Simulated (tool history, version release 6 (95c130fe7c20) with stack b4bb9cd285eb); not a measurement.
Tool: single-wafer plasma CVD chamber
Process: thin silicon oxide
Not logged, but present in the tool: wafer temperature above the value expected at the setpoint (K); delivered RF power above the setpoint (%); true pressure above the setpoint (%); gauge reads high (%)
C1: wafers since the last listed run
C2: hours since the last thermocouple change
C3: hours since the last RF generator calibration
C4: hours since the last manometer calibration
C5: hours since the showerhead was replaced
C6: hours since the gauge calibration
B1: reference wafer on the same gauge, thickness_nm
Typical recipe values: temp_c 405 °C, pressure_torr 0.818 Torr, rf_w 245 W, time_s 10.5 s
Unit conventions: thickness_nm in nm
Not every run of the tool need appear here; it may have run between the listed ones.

{"run": 1, "hour": 0.0, "temp_c": 405, "pressure_torr": 0.818, "rf_w": 210, "time_s": 10.5, "C1": 0, "C2": 88.9, "C3": 1101.4, "C4": 479.8, "C5": 2969.7, "C6": 1592.7, "B1": 14.805, "thickness_nm": 15.354}
{"hour": 28.5, "done": "RF generator calibrated"}
{"run": 2, "hour": 208.7, "temp_c": 395, "pressure_torr": 0.818, "rf_w": 245, "time_s": 10.5, "C1": 8242, "C2": 297.6, "C3": 180.2, "C4": 688.5, "C5": 3178.4, "C6": 1801.4, "B1": 14.796, "thickness_nm": 16.177}
{"run": 3, "hour": 258.1, "temp_c": 395, "pressure_torr": 0.818, "rf_w": 245, "time_s": 10.5, "C1": 2028, "C2": 347.0, "C3": 229.6, "C4": 737.9, "C5": 3227.8, "C6": 1850.8, "B1": 14.801, "thickness_nm": 16.189}
{"run": 4, "hour": 298.5, "temp_c": 395, "pressure_torr": 0.818, "rf_w": 245, "time_s": 10.5, "C1": 1659, "C2": 387.4, "C3": 270.0, "C4": 778.3, "C5": 3268.2, "C6": 1891.2, "B1": 14.787, "thickness_nm": 16.199}
{"run": 5, "hour": 345.6, "temp_c": 405, "pressure_torr": 0.818, "rf_w": 245, "time_s": 10.5, "C1": 1934, "C2": 434.5, "C3": 317.1, "C4": 825.4, "C5": 3315.3, "C6": 1938.3, "B1": 14.804, "thickness_nm": 16.089}
{"run": 6, "hour": 384.6, "temp_c": 405, "pressure_torr": 0.818, "rf_w": 220, "time_s": 10.5, "C1": 1601, "C2": 473.5, "C3": 356.1, "C4": 864.4, "C5": 3354.3, "C6": 1977.3, "B1": 14.809, "thickness_nm": 15.531}
{"run": 7, "hour": 479.2, "temp_c": 405, "pressure_torr": 0.818, "rf_w": 245, "time_s": 10.5, "C1": 3885, "C2": 568.1, "C3": 450.7, "C4": 959.0, "C5": 3448.9, "C6": 2071.9, "B1": 14.801, "thickness_nm": 16.041}
{"run": 8, "hour": 601.3, "temp_c": 405, "pressure_torr": 0.818, "rf_w": 245, "time_s": 10.5, "C1": 5014, "C2": 690.2, "C3": 572.8, "C4": 1081.1, "C5": 3571.0, "C6": 2194.0, "B1": 14.799, "thickness_nm": 15.973}
{"hour": 667.1, "done": "capacitance manometer re-zeroed and calibrated"}
{"run": 9, "hour": 678.4, "temp_c": 405, "pressure_torr": 0.818, "rf_w": 245, "time_s": 10.5, "C1": 2837, "C2": 767.3, "C3": 649.9, "C4": 11.3, "C5": 3648.1, "C6": 2271.1, "B1": 14.802, "thickness_nm": 16.006}
{"run": 10, "hour": 756.3, "temp_c": 405, "pressure_torr": 0.818, "rf_w": 245, "time_s": 10.5, "C1": 3199, "C2": 845.2, "C3": 727.8, "C4": 89.2, "C5": 3726.0, "C6": 2349.0, "B1": 14.803, "thickness_nm": 15.958}
{"run": 11, "hour": 815.2, "temp_c": 405, "pressure_torr": 0.818, "rf_w": 285, "time_s": 10.5, "C1": 2418, "C2": 904.1, "C3": 786.7, "C4": 148.1, "C5": 3784.9, "C6": 2407.9, "B1": 14.801, "thickness_nm": 16.609}
{"hour": 861.2, "done": "thermocouple changed; heater temperature recalibrated"}
{"run": 12, "hour": 871.5, "temp_c": 405, "pressure_torr": 0.818, "rf_w": 225, "time_s": 12.2, "C1": 1983, "C2": 10.3, "C3": 843.0, "C4": 204.4, "C5": 3841.2, "C6": 2464.2, "B1": 14.792, "thickness_nm": 18.118}
{"run": 13, "hour": 961.6, "temp_c": 405, "pressure_torr": 0.818, "rf_w": 210, "time_s": 10.5, "C1": 3700, "C2": 100.4, "C3": 933.1, "C4": 294.5, "C5": 3931.3, "C6": 2554.3, "B1": 14.8, "thickness_nm": 15.375}
{"hour": 984.6, "done": "RF generator calibrated"}
{"run": 14, "hour": 1028.4, "temp_c": 405, "pressure_torr": 0.941, "rf_w": 200, "time_s": 12.4, "C1": 2414, "C2": 167.2, "C3": 43.8, "C4": 361.3, "C5": 3998.1, "C6": 2621.1, "B1": 14.8, "thickness_nm": 20.441}
{"hour": 1067.7, "done": "showerhead replaced"}
{"run": 15, "hour": 1114.1, "temp_c": 399, "pressure_torr": 0.818, "rf_w": 245, "time_s": 12.5, "C1": 3191, "C2": 252.9, "C3": 129.5, "C4": 447.0, "C5": 46.4, "C6": 2706.8, "B1": 14.784, "thickness_nm": 19.378}
{"run": 16, "hour": 1161.3, "temp_c": 405, "pressure_torr": 0.818, "rf_w": 210, "time_s": 10.5, "C1": 1938, "C2": 300.1, "C3": 176.7, "C4": 494.2, "C5": 93.6, "C6": 2754.0, "B1": 14.803, "thickness_nm": 15.504}
{"hour": 1189.7, "done": "gauge calibrated"}
{"run": 17, "hour": 1264.7, "temp_c": 401, "pressure_torr": 0.818, "rf_w": 245, "time_s": 11.8, "C1": 4246, "C2": 403.5, "C3": 280.1, "C4": 597.6, "C5": 197.0, "C6": 75.0, "B1": 14.804, "thickness_nm": 18.025}
{"run": 18, "hour": 1348.2, "temp_c": 405, "pressure_torr": 0.818, "rf_w": 245, "time_s": 9.2, "C1": 3429, "C2": 487.0, "C3": 363.6, "C4": 681.1, "C5": 280.5, "C6": 158.5, "B1": 14.801, "thickness_nm": 14.066}
{"run": 19, "hour": 1414.6, "temp_c": 405, "pressure_torr": 0.818, "rf_w": 245, "time_s": 10.5, "C1": 2726, "C2": 553.4, "C3": 430.0, "C4": 747.5, "C5": 346.9, "C6": 224.9, "B1": 14.795, "thickness_nm": 16.039}
{"hour": 1702.6, "done": "thermocouple changed; heater temperature recalibrated"}
{"run": 20, "hour": 1705.5, "temp_c": 405, "pressure_torr": 0.818, "rf_w": 245, "time_s": 10.5, "C1": 11618, "C2": 2.9, "C3": 720.9, "C4": 1038.4, "C5": 637.8, "C6": 515.8, "B1": 14.806, "thickness_nm": 15.946}
{"hour": 1807.4, "done": "capacitance manometer re-zeroed and calibrated"}
{"run": 21, "hour": 1808.1, "temp_c": 405, "pressure_torr": 0.659, "rf_w": 280, "time_s": 12.2, "C1": 3885, "C2": 105.5, "C3": 823.5, "C4": 0.7, "C5": 740.4, "C6": 618.4, "B1": 14.803, "thickness_nm": 15.641}
{"run": 22, "hour": 2115.1, "temp_c": 405, "pressure_torr": 0.818, "rf_w": 210, "time_s": 10.5, "C1": 12608, "C2": 412.5, "C3": 1130.5, "C4": 307.7, "C5": 1047.4, "C6": 925.4, "B1": 14.794, "thickness_nm": 15.347}
{"hour": 2132.7, "done": "RF generator calibrated"}
{"run": 23, "hour": 2178.5, "temp_c": 405, "pressure_torr": 0.818, "rf_w": 245, "time_s": 10.5, "C1": 2275, "C2": 475.9, "C3": 45.8, "C4": 371.1, "C5": 1110.8, "C6": 988.8, "B1": 14.803, "thickness_nm": 16.208}
{"run": 24, "hour": 2235.1, "temp_c": 405, "pressure_torr": 0.985, "rf_w": 295, "time_s": 10.5, "C1": 2324, "C2": 532.5, "C3": 102.4, "C4": 427.7, "C5": 1167.4, "C6": 1045.4, "B1": 14.794, "thickness_nm": 19.66}
{"run": 25, "hour": 2313.0, "temp_c": 405, "pressure_torr": 0.818, "rf_w": 220, "time_s": 9.6, "C1": 3199, "C2": 610.4, "C3": 180.3, "C4": 505.6, "C5": 1245.3, "C6": 1123.3, "B1": 14.792, "thickness_nm": 14.351}
{"run": 26, "hour": 2364.2, "temp_c": 395, "pressure_torr": 0.64, "rf_w": 270, "time_s": 11.1, "C1": 2102, "C2": 661.6, "C3": 231.5, "C4": 556.8, "C5": 1296.5, "C6": 1174.5, "B1": 14.803, "thickness_nm": 13.904}
{"run": 27, "hour": 2404.0, "temp_c": 405, "pressure_torr": 0.818, "rf_w": 255, "time_s": 10.5, "C1": 1634, "C2": 701.4, "C3": 271.3, "C4": 596.6, "C5": 1336.3, "C6": 1214.3, "B1": 14.804, "thickness_nm": 16.235}

Below are 5 alternative next runs, each starting from the tool's condition after run 27. Predict each:
{"run": "A", "hour": 2404.4, "temp_c": 405, "pressure_torr": 0.818, "rf_w": 275, "time_s": 10.5, "C1": 16, "C2": 701.8, "C3": 271.7, "C4": 597.0, "C5": 1336.7, "C6": 1214.7, "B1": "?", "thickness_nm": "?"}
{"run": "B", "hour": 2404.4, "temp_c": 405, "pressure_torr": 0.696, "rf_w": 215, "time_s": 10.5, "C1": 16, "C2": 701.8, "C3": 271.7, "C4": 597.0, "C5": 1336.7, "C6": 1214.7, "B1": "?", "thickness_nm": "?"}
{"run": "C", "hour": 2404.4, "temp_c": 391, "pressure_torr": 0.818, "rf_w": 245, "time_s": 10.5, "C1": 16, "C2": 701.8, "C3": 271.7, "C4": 597.0, "C5": 1336.7, "C6": 1214.7, "B1": "?", "thickness_nm": "?"}
{"run": "D", "hour": 2404.4, "temp_c": 395, "pressure_torr": 0.735, "rf_w": 285, "time_s": 12.1, "C1": 16, "C2": 701.8, "C3": 271.7, "C4": 597.0, "C5": 1336.7, "C6": 1214.7, "B1": "?", "thickness_nm": "?"}
{"run": "E", "hour": 2404.4, "temp_c": 417, "pressure_torr": 0.818, "rf_w": 245, "time_s": 11.9, "C1": 16, "C2": 701.8, "C3": 271.7, "C4": 597.0, "C5": 1336.7, "C6": 1214.7, "B1": "?", "thickness_nm": "?"}

run=A B1=14.794 thickness_nm=16.556
run=B B1=14.794 thickness_nm=13.408
run=C B1=14.794 thickness_nm=16.199
run=D B1=14.794 thickness_nm=17.605
run=E B1=14.794 thickness_nm=18.062
With the hidden condition removed and each run's random variation left untouched, the same runs would have given:
run=A thickness_nm=16.754
run=B thickness_nm=13.577
run=C thickness_nm=16.404
run=D thickness_nm=17.816
run=E thickness_nm=18.290
